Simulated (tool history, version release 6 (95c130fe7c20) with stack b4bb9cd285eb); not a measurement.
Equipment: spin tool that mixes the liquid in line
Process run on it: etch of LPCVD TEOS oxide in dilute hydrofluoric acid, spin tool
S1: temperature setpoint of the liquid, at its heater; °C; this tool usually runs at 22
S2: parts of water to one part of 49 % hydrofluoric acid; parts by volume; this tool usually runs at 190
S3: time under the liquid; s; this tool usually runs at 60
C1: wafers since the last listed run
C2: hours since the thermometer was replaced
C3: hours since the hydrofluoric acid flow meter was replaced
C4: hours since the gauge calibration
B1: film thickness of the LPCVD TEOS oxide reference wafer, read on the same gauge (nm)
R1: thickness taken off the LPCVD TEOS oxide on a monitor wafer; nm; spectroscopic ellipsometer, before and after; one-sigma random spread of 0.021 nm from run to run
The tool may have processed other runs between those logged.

run,day,S1,S2,S3,C1,C2,C3,C4,B1,R1
1,0,22,190,60,0,2246.8,546.4,0.2,149.998,4.485
2,0.621,22,190,60,200,2261.7,561.3,15.1,149.981,4.478
3,1.321,22,190,60,226,2278.5,578.1,31.9,150.001,4.491
4,2.025,22,190,60,227,2295.4,595,48.8,150.024,4.475
5,2.417,22,190,60,126,2304.8,604.4,58.2,149.991,4.44
6,3.204,22,190,60,254,2323.7,623.3,77.1,149.983,4.475
7,3.683,22,190,60,155,2335.2,634.8,88.6,149.981,4.444
8,4.4,22,190,80,231,2352.4,652,105.8,149.996,5.965
9,4.862,22,190,80,149,2363.5,663.1,116.9,149.998,5.942
10,5.271,22,130,60,132,2373.3,672.9,126.7,149.971,6.959
11,5.692,22,130,60,136,2383.4,683,136.8,149.99,6.872
12,6.038,22,190,35,111,2391.7,691.3,145.1,149.989,2.611
# day 6.525: hydrofluoric acid flow meter replaced
13,6.696,22,190,35,199,2407.5,4.1,160.9,150.022,2.58
14,7.012,22,190,35,102,2415.1,11.7,168.5,149.984,2.588
15,7.483,22,190,75,152,2426.4,23,179.8,149.973,5.564
16,7.971,22,190,75,157,2438.1,34.7,191.5,149.989,5.528
17,9.346,18.5,225,60,445,2471.1,67.7,224.5,149.995,3.17
18,9.671,22,100,40,105,2478.9,75.5,232.3,150.016,6.127
19,10.058,22,190,80,125,2488.2,84.8,241.6,149.979,5.943
20,10.446,26,275,30,125,2497.5,94.1,250.9,149.988,1.63
21,10.854,22,285,60,132,2507.3,103.9,260.7,149.976,2.706
22,11.496,18,190,60,207,2522.7,119.3,276.1,150.006,3.77
23,12.108,18,235,60,198,2537.4,134,290.8,149.974,2.918
# day 13.946: thermometer replaced
24,13.967,25,190,60,588,0.5,178.6,335.4,149.993,5.449
25,14.492,22,190,60,169,13.1,191.2,348,149.989,4.871
# day 15.05: gauge calibrated
26,15.162,22,105,60,217,29.2,207.3,2.7,150.018,9.675
27,15.654,20,215,60,159,41,219.1,14.5,149.993,3.899
28,16.25,22,130,70,192,55.3,233.4,28.8,150.022,8.878
29,16.642,22,135,75,126,64.7,242.8,38.2,149.988,9.097
30,17.225,22,190,60,188,78.7,256.8,52.2,149.986,4.883
31,17.867,18,260,60,207,94.1,272.2,67.6,150.018,2.847
32,18.192,26.5,190,45,105,101.9,280,75.4,150,4.321
33,18.604,22,190,60,133,111.8,289.9,85.3,149.992,4.857
34,20.242,22,245,60,530,151.1,329.2,124.6,149.987,3.571

Consider 3 possible next runs. They are alternatives, not a sequence: every one starts from the tool as it was left by run 34. What does each give?
A,20.258,22,190,30,5,151.5,329.6,125,?,?
B,20.258,17,140,85,5,151.5,329.6,125,?,?
C,20.258,22,275,60,5,151.5,329.6,125,?,?

run,B1,R1
A,149.967,2.447
B,149.967,8.112
C,149.967,3.108
Stripped of hidden state, with their random variation kept, the same runs would have yielded:
run,R1
A,2.462
B,8.169
C,3.127
